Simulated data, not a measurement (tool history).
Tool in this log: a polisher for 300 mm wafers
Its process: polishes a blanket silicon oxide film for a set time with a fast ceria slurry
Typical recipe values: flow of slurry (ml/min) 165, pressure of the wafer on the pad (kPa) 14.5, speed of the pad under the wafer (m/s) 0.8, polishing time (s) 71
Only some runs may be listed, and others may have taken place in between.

run,hour,flow of slurry (ml/min),pressure of the wafer on the pad (kPa),speed of the pad under the wafer (m/s),polishing time (s),"incoming thickness of the incoming film, nm",film removed (Å)
1,0,165,14.5,0.8,71,1858.7,6854
2,9.7,165,14.5,0.8,71,1899.4,6884
3,20.6,165,14.5,0.8,71,1897.4,6907
4,34.8,165,14.5,0.8,71,1908.2,6872
5,41.2,165,14.5,0.8,71,1899.9,6792
# hour 58.7: worn pad replaced by a new one
6,59.2,165,14.5,0.8,71,1891.9,6894
# hour 68.6: slurry nozzle cleaned
7,69.1,165,14.5,0.8,71,1897.6,6302
8,80.4,165,14.5,0.8,71,1878.7,6233
9,93.5,165,14.5,0.8,71,1882.1,6308
# hour 98.9: slurry nozzle cleaned, repeated, since the last time left the tool worse
10,109.9,165,17.9,0.8,71,1873.5,8397
11,119.9,165,14.5,0.8,71,1920.2,7113
# hour 128.6: head pressure recalibrated
12,135.6,120,14.5,0.7,55,1911.4,4572
13,144.9,165,14.5,0.8,71,1892.6,7069
14,157.1,150,14.5,0.8,85,1888.5,8345

Predict the results of run 15:
# hour 167: worn pad replaced by a new one
15,172.6,220,12.4,0.8,86,1887,?

For run 15 the tool returned film removed (Å) 7851.
Without the tool's hidden state the same run would have given film removed (Å) 7934.
